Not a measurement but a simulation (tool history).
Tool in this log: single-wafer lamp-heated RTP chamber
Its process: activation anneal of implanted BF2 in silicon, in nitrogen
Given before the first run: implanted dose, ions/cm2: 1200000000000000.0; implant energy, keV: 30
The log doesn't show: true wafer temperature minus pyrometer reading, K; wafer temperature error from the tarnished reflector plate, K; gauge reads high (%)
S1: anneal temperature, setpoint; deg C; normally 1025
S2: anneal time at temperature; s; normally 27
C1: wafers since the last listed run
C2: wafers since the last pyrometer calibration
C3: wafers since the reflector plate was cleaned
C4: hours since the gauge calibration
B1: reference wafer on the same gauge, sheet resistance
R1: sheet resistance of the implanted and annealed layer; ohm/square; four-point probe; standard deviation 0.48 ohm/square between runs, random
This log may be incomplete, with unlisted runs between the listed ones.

run,day,S1,S2,C1,C2,C3,C4,B1,R1
1,0.000,1025,15,0,511,4476,523.2,106.02,135.18
2,4.042,1025,15,1748,2259,6224,620.2,106.04,134.56
3,6.962,1025,15,1263,3523,7488,690.3,106.02,133.86
# day 9.583: reflector plate cleaned
# day 10.971: pyrometer window cleaned and pyrometer calibrated
4,10.992,1010,35,1454,8,465,787.0,106.04,135.46
5,15.179,1010,35,1811,1819,2276,887.5,106.23,132.47
6,18.329,1025,27,1362,3182,3639,963.1,105.86,126.00
# day 22.046: pyrometer window cleaned and pyrometer calibrated
7,22.629,1025,27,1715,252,5355,1066.3,106.21,128.64
8,26.425,1025,27,1642,1894,6997,1157.4,106.11,126.40
9,28.700,1025,27,984,2878,7981,1212.0,105.82,126.07
# day 30.262: reflector plate cleaned
# day 32.246: pyrometer window cleaned and pyrometer calibrated
10,32.625,1025,27,1409,163,877,1306.2,106.10,128.18
# day 33.379: gauge calibrated
11,36.579,1025,32,1710,1874,2587,76.8,105.81,124.59
12,40.150,1009,34,1544,3419,4132,162.5,106.08,132.99
13,44.025,1025,31,1676,5095,5808,255.5,106.13,122.39
# day 44.362: pyrometer window cleaned and pyrometer calibrated
14,46.638,1025,27,985,983,6794,318.2,105.98,128.25
# day 47.704: reflector plate cleaned
15,50.504,1000,27,1528,2511,1210,411.0,106.01,143.88
16,53.908,1053,13,1472,3984,2683,492.7,105.97,120.98
# day 56.050: pyrometer window cleaned and pyrometer calibrated
17,57.188,1050,27,1274,491,3957,571.4,106.04,116.02
18,59.292,1025,27,910,1402,4867,621.9,106.01,127.79

Predict each of these 5 candidate next runs independently; none follows another, all start after run 18:
A,59.308,1025,27,7,1409,4875,622.3,?,?
B,59.308,1013,27,7,1409,4875,622.3,?,?
C,59.308,1043,32,7,1409,4875,622.3,?,?
D,59.308,1041,32,7,1409,4875,622.3,?,?
E,59.308,1036,17,7,1409,4875,622.3,?,?

run,B1,R1
A,106.01,128.72
B,106.01,136.68
C,106.01,116.98
D,106.01,117.89
E,106.01,129.02
The same runs, with their run-to-run variation unchanged, on a tool lacking any hidden condition would have given:
run,R1
A,129.85
B,138.04
C,117.82
D,118.77
E,129.97
